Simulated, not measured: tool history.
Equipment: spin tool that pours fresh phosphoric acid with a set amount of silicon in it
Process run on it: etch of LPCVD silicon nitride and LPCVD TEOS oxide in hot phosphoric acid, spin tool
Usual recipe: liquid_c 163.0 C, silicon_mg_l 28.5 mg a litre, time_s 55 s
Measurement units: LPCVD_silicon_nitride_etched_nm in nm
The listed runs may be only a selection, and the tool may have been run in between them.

run     day  liquid_c  silicon_mg_l  time_s  read-back film thickness of the LPCVD silicon nitride reference wafer, read on the same gauge (nm)  LPCVD_silicon_nitride_etched_nm
  1   0.000     163.0          28.5      55                                                                                              103.26                             5.25
      2.938  -- dissolved silicon flow meter replaced
  2   5.904     163.0          28.5      55                                                                                              103.50                             5.33
  3   9.971     163.0          28.5      55                                                                                              103.67                             5.33
  4  12.758     164.5          36.5      30                                                                                              103.77                             3.04
  5  22.150     161.5          15.0      40                                                                                              104.14                             3.68
     25.988  -- thermometer replaced
  6  26.450     165.0          28.5      35                                                                                              104.30                             3.65
  7  28.725     162.0          20.5      80                                                                                              104.40                             7.53
     31.171  -- heated supply line repaired
  8  32.225     163.0          47.0      35                                                                                              104.53                             3.40
  9  36.350     162.0          28.5      35                                                                                              104.69                             3.34
     37.779  -- dissolved silicon flow meter replaced
     39.125  -- gauge calibrated
 10  40.675     164.0          28.5      35                                                                                              100.99                             3.42
 11  43.796     162.0          28.5      55                                                                                              101.13                             5.03
 12  46.325     164.0          12.5      40                                                                                              101.22                             3.88
 13  49.292     160.5          44.5      35                                                                                              101.35                             3.09
 14  52.908     163.0          28.5      55                                                                                              101.48                             5.20
 15  54.979     166.0          12.5      55                                                                                              101.57                             5.77

The next listed run, before its measurement:
 16  59.025     162.0          28.5      35                                                                                                   ?                                ?

{"run 16": {"read-back film thickness of the LPCVD silicon nitride reference wafer, read on the same gauge (nm)": 101.72, "LPCVD_silicon_nitride_etched_nm": 3.18}}
Without the tool's hidden state the same run would have given LPCVD_silicon_nitride_etched_nm 3.13 nm.

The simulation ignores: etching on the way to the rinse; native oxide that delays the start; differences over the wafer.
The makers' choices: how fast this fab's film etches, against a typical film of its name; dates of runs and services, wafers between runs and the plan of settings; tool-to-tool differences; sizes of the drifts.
